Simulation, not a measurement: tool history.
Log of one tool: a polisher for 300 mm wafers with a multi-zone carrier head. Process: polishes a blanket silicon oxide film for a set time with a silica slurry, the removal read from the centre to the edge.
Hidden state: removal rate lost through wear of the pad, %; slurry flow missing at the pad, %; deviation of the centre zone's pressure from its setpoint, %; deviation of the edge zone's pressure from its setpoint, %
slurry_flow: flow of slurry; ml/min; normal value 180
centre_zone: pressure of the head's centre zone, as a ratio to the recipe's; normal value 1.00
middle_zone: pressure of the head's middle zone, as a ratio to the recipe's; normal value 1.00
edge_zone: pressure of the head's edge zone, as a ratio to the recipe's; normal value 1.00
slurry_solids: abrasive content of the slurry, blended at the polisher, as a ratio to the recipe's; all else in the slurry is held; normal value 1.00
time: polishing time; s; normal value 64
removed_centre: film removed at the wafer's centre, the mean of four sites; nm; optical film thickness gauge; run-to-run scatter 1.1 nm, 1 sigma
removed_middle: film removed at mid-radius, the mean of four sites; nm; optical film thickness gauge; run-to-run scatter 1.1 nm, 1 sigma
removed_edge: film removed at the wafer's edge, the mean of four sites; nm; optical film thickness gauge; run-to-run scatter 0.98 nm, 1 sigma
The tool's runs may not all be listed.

run	hour	slurry_flow	centre_zone	middle_zone	edge_zone	slurry_solids	time	wafers since the last listed run	wafers polished on this pad	hours since the slurry nozzle was cleaned	hours since the centre zone pressure was calibrated	hours since the edge zone pressure was calibrated	hours since the carrier head's membrane was replaced	incoming thickness of the incoming film, nm	removed_centre	removed_middle	removed_edge
1	0.0	180	1.00	1.00	1.00	1.00	64	0	1417	348.1	441.0	46.6	824.4	1773.7	93.9	101.8	105.3
# hour 6.7: centre zone pressure recalibrated
2	46.1	205	1.00	1.00	1.00	1.00	76	384	1802	394.2	39.4	92.7	870.5	1787.1	125.2	126.0	125.7
3	107.4	180	1.00	1.00	1.00	1.00	64	534	2336	455.5	100.7	154.0	931.8	1791.9	100.7	103.7	104.6
# hour 140.6: slurry nozzle cleaned
4	176.3	180	1.00	1.00	1.00	1.00	64	591	2928	35.7	169.6	222.9	1000.7	1788.9	102.0	103.5	103.9
5	221.6	180	1.00	1.00	1.03	1.00	64	394	3323	81.0	214.9	268.2	1046.0	1752.9	100.7	102.7	105.4
6	324.2	240	1.00	1.00	1.00	1.00	64	894	4217	183.6	317.5	370.8	1148.6	1781.8	101.6	106.8	107.4
# hour 343.7: worn pad replaced by a new one
7	375.3	180	1.00	1.00	1.00	1.00	64	410	275	234.7	368.6	421.9	1199.7	1779.6	94.8	100.2	106.5
# hour 397.0: centre zone pressure recalibrated
8	423.9	180	1.00	1.00	1.10	1.00	51	406	681	283.3	26.9	470.5	1248.3	1810.6	81.8	80.2	88.5
9	486.4	180	1.00	1.00	1.00	1.00	64	544	1226	345.8	89.4	533.0	1310.8	1807.8	100.6	102.4	105.8
10	593.9	180	1.00	1.00	1.00	1.00	64	937	2164	453.3	196.9	640.5	1418.3	1809.6	98.9	101.9	103.7
# hour 605.2: slurry nozzle cleaned
11	672.8	180	1.00	1.00	1.00	1.00	64	679	2843	67.6	275.8	719.4	1497.2	1791.7	99.1	103.9	105.1
# hour 732.2: edge zone pressure recalibrated
12	732.7	230	0.93	1.00	1.00	0.90	64	504	3347	127.5	335.7	0.5	1557.1	1761.0	92.6	102.1	103.5
# hour 784.1: centre zone pressure recalibrated
13	826.8	180	1.00	1.00	1.00	1.00	64	802	4150	221.6	42.7	94.6	1651.2	1790.1	101.8	102.3	104.9
# hour 861.5: worn pad replaced by a new one
# hour 865.7: carrier head's membrane replaced by a new one
14	931.8	180	1.00	0.95	0.89	1.10	64	844	576	326.6	147.7	199.6	66.1	1764.0	103.7	100.9	103.1
15	985.7	180	1.00	1.12	1.00	1.00	64	469	1046	380.5	201.6	253.5	120.0	1777.8	100.0	113.2	104.4
16	1034.8	180	0.96	1.00	1.00	1.00	51	428	1474	429.6	250.7	302.6	169.1	1801.4	73.6	81.7	83.8
17	1092.8	155	1.05	1.00	0.97	1.30	64	505	1979	487.6	308.7	360.6	227.1	1782.4	106.1	105.8	108.9
# hour 1122.6: slurry nozzle cleaned
18	1170.0	180	1.00	1.00	0.89	1.00	64	664	2644	47.4	385.9	437.8	304.3	1765.6	96.8	102.8	99.5
19	1215.1	180	1.00	1.08	1.00	1.00	70	393	3037	92.5	431.0	482.9	349.4	1776.5	103.8	119.5	113.2
20	1283.4	180	0.94	1.05	0.97	0.75	64	595	3632	160.8	499.3	551.2	417.7	1757.5	78.0	98.3	93.8
# hour 1292.0: centre zone pressure recalibrated
# hour 1334.8: worn pad replaced by a new one
21	1356.3	180	1.12	1.00	1.00	1.25	64	583	187	233.7	64.3	624.1	490.6	1768.1	123.1	112.5	109.8

Predict each of these 4 candidate next runs independently; none follows another, all start after run 21:
A	1356.7	180	1.00	1.00	1.00	1.00	64	3	191	234.1	64.7	624.5	491.0	1784.0	?	?	?
B	1356.7	220	0.94	1.00	1.00	1.15	64	3	191	234.1	64.7	624.5	491.0	1784.0	?	?	?
C	1356.7	180	1.05	1.10	1.00	1.15	64	3	191	234.1	64.7	624.5	491.0	1784.0	?	?	?
D	1356.7	180	1.00	0.94	0.93	1.15	48	3	191	234.1	64.7	624.5	491.0	1784.0	?	?	?

run	removed_centre	removed_middle	removed_edge
A	102.7	101.8	104.1
B	104.4	109.7	111.3
C	112.7	115.3	108.6
D	80.4	75.7	78.8
Had the tool no hidden state, the same runs would have come out as:
run	removed_centre	removed_middle	removed_edge
A	103.4	101.8	104.1
B	105.0	109.7	111.3
C	113.4	115.3	108.6
D	80.9	75.7	78.8
